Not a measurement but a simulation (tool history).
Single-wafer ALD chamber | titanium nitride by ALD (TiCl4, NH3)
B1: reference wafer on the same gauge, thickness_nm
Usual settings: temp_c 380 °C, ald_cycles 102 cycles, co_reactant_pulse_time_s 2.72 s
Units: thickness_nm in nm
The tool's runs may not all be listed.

run 1 hour=0.0 | temp_c=380 ald_cycles=102 co_reactant_pulse_time_s=2.72 | B1=2.301 | thickness_nm=2.187
run 2 hour=17.8 | temp_c=380 ald_cycles=102 co_reactant_pulse_time_s=2.72 | B1=2.303 | thickness_nm=2.204
run 3 hour=46.0 | temp_c=380 ald_cycles=102 co_reactant_pulse_time_s=2.72 | B1=2.305 | thickness_nm=2.196
run 4 hour=78.5 | temp_c=380 ald_cycles=102 co_reactant_pulse_time_s=2.72 | B1=2.306 | thickness_nm=2.196
run 5 hour=94.8 | temp_c=380 ald_cycles=102 co_reactant_pulse_time_s=2.72 | B1=2.307 | thickness_nm=2.194
run 6 hour=125.1 | temp_c=380 ald_cycles=102 co_reactant_pulse_time_s=2.72 | B1=2.305 | thickness_nm=2.208
run 7 hour=179.0 | temp_c=380 ald_cycles=102 co_reactant_pulse_time_s=2.72 | B1=2.313 | thickness_nm=2.202
run 8 hour=199.4 | temp_c=380 ald_cycles=102 co_reactant_pulse_time_s=2.72 | B1=2.313 | thickness_nm=2.209
run 9 hour=231.1 | temp_c=374 ald_cycles=102 co_reactant_pulse_time_s=2.72 | B1=2.314 | thickness_nm=2.209
run 10 hour=245.0 | temp_c=374 ald_cycles=102 co_reactant_pulse_time_s=2.72 | B1=2.317 | thickness_nm=2.204
run 11 hour=273.5 | temp_c=374 ald_cycles=102 co_reactant_pulse_time_s=2.72 | B1=2.319 | thickness_nm=2.204
run 12 hour=356.5 | temp_c=380 ald_cycles=102 co_reactant_pulse_time_s=2.00 | B1=2.325 | thickness_nm=2.182
run 13 hour=390.2 | temp_c=380 ald_cycles=107 co_reactant_pulse_time_s=2.72 | B1=2.327 | thickness_nm=2.342
run 14 hour=419.8 | temp_c=380 ald_cycles=102 co_reactant_pulse_time_s=2.72 | B1=2.329 | thickness_nm=2.224
-- hour=450.1 showerhead replaced
run 15 hour=452.9 | temp_c=380 ald_cycles=102 co_reactant_pulse_time_s=3.06 | B1=2.332 | thickness_nm=2.231
-- hour=457.3 gauge calibrated
run 16 hour=482.2 | temp_c=372 ald_cycles=93 co_reactant_pulse_time_s=1.76 | B1=2.290 | thickness_nm=1.924
run 17 hour=496.2 | temp_c=380 ald_cycles=102 co_reactant_pulse_time_s=2.72 | B1=2.288 | thickness_nm=2.193
run 18 hour=515.9 | temp_c=372 ald_cycles=108 co_reactant_pulse_time_s=2.26 | B1=2.288 | thickness_nm=2.269
run 19 hour=551.1 | temp_c=380 ald_cycles=112 co_reactant_pulse_time_s=2.72 | B1=2.285 | thickness_nm=2.403
run 20 hour=573.7 | temp_c=374 ald_cycles=83 co_reactant_pulse_time_s=1.74 | B1=2.286 | thickness_nm=1.724
run 21 hour=601.2 | temp_c=375 ald_cycles=121 co_reactant_pulse_time_s=3.23 | B1=2.289 | thickness_nm=2.607
run 22 hour=634.3 | temp_c=380 ald_cycles=96 co_reactant_pulse_time_s=2.72 | B1=2.289 | thickness_nm=2.058
run 23 hour=647.7 | temp_c=373 ald_cycles=93 co_reactant_pulse_time_s=2.72 | B1=2.289 | thickness_nm=1.980
-- hour=663.3 thermocouple changed; heater temperature recalibrated
run 24 hour=665.3 | temp_c=373 ald_cycles=111 co_reactant_pulse_time_s=2.43 | B1=2.290 | thickness_nm=2.349
run 25 hour=692.4 | temp_c=380 ald_cycles=102 co_reactant_pulse_time_s=2.72 | B1=2.291 | thickness_nm=2.182
run 26 hour=712.9 | temp_c=380 ald_cycles=102 co_reactant_pulse_time_s=3.03 | B1=2.293 | thickness_nm=2.203
run 27 hour=745.6 | temp_c=380 ald_cycles=102 co_reactant_pulse_time_s=2.01 | B1=2.289 | thickness_nm=2.153
run 28 hour=779.6 | temp_c=380 ald_cycles=121 co_reactant_pulse_time_s=2.72 | B1=2.293 | thickness_nm=2.610
run 29 hour=813.9 | temp_c=380 ald_cycles=102 co_reactant_pulse_time_s=3.03 | B1=2.293 | thickness_nm=2.207
run 30 hour=845.7 | temp_c=391 ald_cycles=102 co_reactant_pulse_time_s=2.72 | B1=2.294 | thickness_nm=2.204
run 31 hour=859.3 | temp_c=371 ald_cycles=102 co_reactant_pulse_time_s=3.24 | B1=2.295 | thickness_nm=2.188
run 32 hour=871.8 | temp_c=380 ald_cycles=102 co_reactant_pulse_time_s=2.72 | B1=2.296 | thickness_nm=2.194
run 33 hour=886.5 | temp_c=389 ald_cycles=112 co_reactant_pulse_time_s=2.72 | B1=2.296 | thickness_nm=2.432
run 34 hour=910.7 | temp_c=387 ald_cycles=97 co_reactant_pulse_time_s=3.13 | B1=2.293 | thickness_nm=2.113
run 35 hour=926.1 | temp_c=367 ald_cycles=118 co_reactant_pulse_time_s=2.37 | B1=2.298 | thickness_nm=2.474
run 36 hour=941.5 | temp_c=380 ald_cycles=102 co_reactant_pulse_time_s=3.46 | B1=2.296 | thickness_nm=2.223
run 37 hour=994.4 | temp_c=380 ald_cycles=111 co_reactant_pulse_time_s=2.30 | B1=2.298 | thickness_nm=2.367
run 38 hour=1028.1 | temp_c=392 ald_cycles=112 co_reactant_pulse_time_s=3.70 | B1=2.302 | thickness_nm=2.461
run 39 hour=1041.9 | temp_c=380 ald_cycles=102 co_reactant_pulse_time_s=2.72 | B1=2.302 | thickness_nm=2.195

Some steps in thickness_nm between neighbouring runs. How much of each would the tool show without its hidden state too (settings, what came in, random variation), and how much is left for the hidden state, with any gauge scatter that isn't in both results?
The hidden state here: wafer temperature above the value expected at the setpoint (K); gauge reads high (%).
Run 11 -> 12: temp_c 374 -> 380, co_reactant_pulse_time_s 2.72 -> 2.00. thickness_nm -0.022 nm: hidden state +0.005, all else -0.027.
Run 12 -> 13: ald_cycles 102 -> 107, co_reactant_pulse_time_s 2.00 -> 2.72. thickness_nm +0.160 nm: hidden state +0.005, all else +0.155.
Run 15 -> 16: temp_c 380 -> 372, ald_cycles 102 -> 93, co_reactant_pulse_time_s 3.06 -> 1.76, gauge calibrated. thickness_nm -0.307 nm: hidden state -0.043, all else -0.264.
Run 19 -> 20: temp_c 380 -> 374, ald_cycles 112 -> 83, co_reactant_pulse_time_s 2.72 -> 1.74. thickness_nm -0.679 nm: hidden state +0.002, all else -0.681.
Run 20 -> 21: temp_c 374 -> 375, ald_cycles 83 -> 121, co_reactant_pulse_time_s 1.74 -> 3.23. thickness_nm +0.883 nm: hidden state -0.001, all else +0.884.
Run 21 -> 22: temp_c 375 -> 380, ald_cycles 121 -> 96, co_reactant_pulse_time_s 3.23 -> 2.72. thickness_nm -0.549 nm: hidden state +0.001, all else -0.550.
